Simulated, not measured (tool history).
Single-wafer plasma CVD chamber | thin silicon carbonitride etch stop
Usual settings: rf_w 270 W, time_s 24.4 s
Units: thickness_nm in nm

run    hour  rf_w  time_s  wafers since the last listed run  hours since the last thermocouple change  hours since the last RF generator calibration  hours since the showerhead was replaced  hours since the gauge calibration  read-back reference wafer on the same gauge, thickness_nm  thickness_nm
  1       0   270    24.4                                 0                                    1260.6                                          719.7                                   6804.1                              608.6                                                     14.804        14.353
  2    57.6   270    24.4                              1109                                    1318.2                                          777.3                                   6861.7                              666.2                                                       14.8        14.365
  3      93   270    24.4                               682                                    1353.6                                          812.7                                   6897.1                              701.6                                                     14.806        14.357
  4   124.5   270    24.4                               606                                    1385.1                                          844.2                                   6928.6                              733.1                                                       14.8        14.373
  5   161.3   270    24.4                               709                                    1421.9                                            881                                   6965.4                              769.9                                                     14.801        14.363
  6   199.9   270    24.4                               743                                    1460.5                                          919.6                                     7004                              808.5                                                     14.801        14.363
  7   266.7   270    24.4                              1287                                    1527.3                                          986.4                                   7070.8                              875.3                                                     14.804        14.406
  8   305.1   270    24.4                               739                                    1565.7                                         1024.8                                   7109.2                              913.7                                                     14.806        14.332
  9   373.4   290    24.4                              1316                                      1634                                         1093.1                                   7177.5                                982                                                     14.795        14.633
      407.6  -- thermocouple changed; heater temperature recalibrated
 10   444.6   270    24.4                              1217                                        37                                         1164.3                                   7248.7                             1053.2                                                       14.8        14.348
 11   506.1   295    22.2                              1184                                      98.5                                         1225.8                                   7310.2                             1114.7                                                     14.801        13.379
 12   534.7   295    22.2                               551                                     127.1                                         1254.4                                   7338.8                             1143.3                                                     14.798         13.35
 13   578.4   270    24.4                               842                                     170.8                                         1298.1                                   7382.5                               1187                                                     14.798        14.346
 14   640.5   270    24.4                              1196                                     232.9                                         1360.2                                   7444.6                             1249.1                                                     14.804        14.361
      653.1  -- showerhead replaced
      686.4  -- gauge calibrated
 15   711.3   270    24.4                              1210                                     303.7                                           1431                                     58.2                               24.9                                                     14.798        14.349
 16   781.6   220    21.3                              1354                                       374                                         1501.3                                    128.5                               95.2                                                     14.795        11.783
      803.6  -- RF generator calibrated
 17   824.3   250      27                               668                                     416.7                                           20.7                                    171.2                              137.9                                                     14.798        15.655
 18   888.2   235    28.4                              1231                                     480.6                                           84.6                                    235.1                              201.8                                                       14.8        16.161
 19   953.2   270    24.4                              1252                                     545.6                                          149.6                                    300.1                              266.8                                                     14.797        14.497
 20  1002.6   270    20.2                               951                                       595                                            199                                    349.5                              316.2                                                     14.801        11.937
 21  1080.3   270    24.4                              1497                                     672.7                                          276.7                                    427.2                              393.9                                                     14.795        14.439
 22  1112.3   250    21.9                               616                                     704.7                                          308.7                                    459.2                              425.9                                                     14.798        12.658
 23  1143.1   225    27.6                               593                                     735.5                                          339.5                                      490                              456.7                                                     14.805        15.482
 24  1198.9   290    26.3                              1075                                     791.3                                          395.3                                    545.8                              512.5                                                     14.801        15.839
 25  1306.3   305    26.2                              2069                                     898.7                                          502.7                                    653.2                              619.9                                                     14.791        15.969

What the log doesn't show, run by run:
wafer temperature above the value expected at the setpoint (K): 0 in every run
gauge reads high (%): 0 in every run
H1: delivered RF power above the setpoint (%)
run     H1
  1  -3.62
  2  -3.72
  3  -3.78
  4  -3.83
  5  -3.88
  6  -3.93
  7  -4.01
  8  -4.05
  9  -4.11
 10  -4.16
 11  -4.21
 12  -4.22
 13  -4.25
 14  -4.28
 15  -4.31
 16  -4.33
 17  -0.51
 18  -1.06
 19  -1.55
 20  -1.87
 21  -2.31
 22  -2.47
 23  -2.62
 24  -2.86
 25  -3.24
